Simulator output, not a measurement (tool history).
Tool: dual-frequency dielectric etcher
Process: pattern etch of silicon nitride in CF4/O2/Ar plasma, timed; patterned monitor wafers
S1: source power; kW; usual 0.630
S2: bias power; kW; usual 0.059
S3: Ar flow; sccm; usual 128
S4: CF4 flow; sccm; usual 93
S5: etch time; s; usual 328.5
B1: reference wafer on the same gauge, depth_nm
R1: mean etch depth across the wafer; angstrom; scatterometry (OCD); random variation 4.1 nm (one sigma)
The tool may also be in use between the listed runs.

run,day,S1,S2,S3,S4,S5,B1,R1
1,0.000,0.520,0.059,128,100,328.5,850.6,6526
# day 0.479: bias power generator calibrated
# day 0.696: gauge calibrated
# day 1.246: upper electrode replaced
2,1.375,0.630,0.050,128,93,232.5,851.8,5213
3,2.638,0.630,0.059,128,114,328.5,849.7,8073
4,3.212,0.630,0.059,128,93,328.5,851.4,7741
5,4.317,0.630,0.050,128,93,328.5,850.5,7425
6,4.938,0.750,0.059,138,85,403.0,850.0,10930
# day 6.908: Ar flow controller replaced
7,7.679,0.560,0.059,128,78,328.5,848.7,6614
8,9.008,0.630,0.059,128,93,328.5,851.8,7715
9,9.675,0.690,0.059,128,114,328.5,849.8,8777
10,11.062,0.630,0.059,128,93,296.5,849.9,6942
# day 12.912: wet clean of the chamber
11,12.933,0.630,0.059,128,83,423.5,849.2,9971
12,13.162,0.770,0.050,128,71,368.5,853.9,9538
13,14.458,0.630,0.055,128,93,328.5,849.8,7715
14,16.917,0.490,0.048,128,93,328.5,851.1,5711
15,18.358,0.630,0.059,128,93,328.5,851.6,7843
16,19.767,0.690,0.059,149,93,381.0,850.9,9789
17,21.183,0.630,0.059,145,93,424.5,849.1,9934
18,21.767,0.520,0.059,128,100,328.5,851.2,6517
19,22.404,0.770,0.059,152,93,328.5,849.3,9317
20,23.104,0.630,0.059,116,74,373.5,850.5,8583

The same runs without the tool's hidden state, with the same run-to-run variation:
The hidden state here: etch rate over this chamber's usual, %; source power that arrives over what is set, %; bias power that arrives over what is set, %; Ar flow that arrives over what is set, %; CF4 flow that arrives over what is set, %; gauge reads high (%).
run,R1
1,6610
2,5290
3,8206
4,7875
5,7565
6,11144
7,6768
8,7910
9,9007
10,7137
11,9950
12,9521
13,7714
14,5729
15,7883
16,9857
17,10022
18,6579
19,9414
20,8681

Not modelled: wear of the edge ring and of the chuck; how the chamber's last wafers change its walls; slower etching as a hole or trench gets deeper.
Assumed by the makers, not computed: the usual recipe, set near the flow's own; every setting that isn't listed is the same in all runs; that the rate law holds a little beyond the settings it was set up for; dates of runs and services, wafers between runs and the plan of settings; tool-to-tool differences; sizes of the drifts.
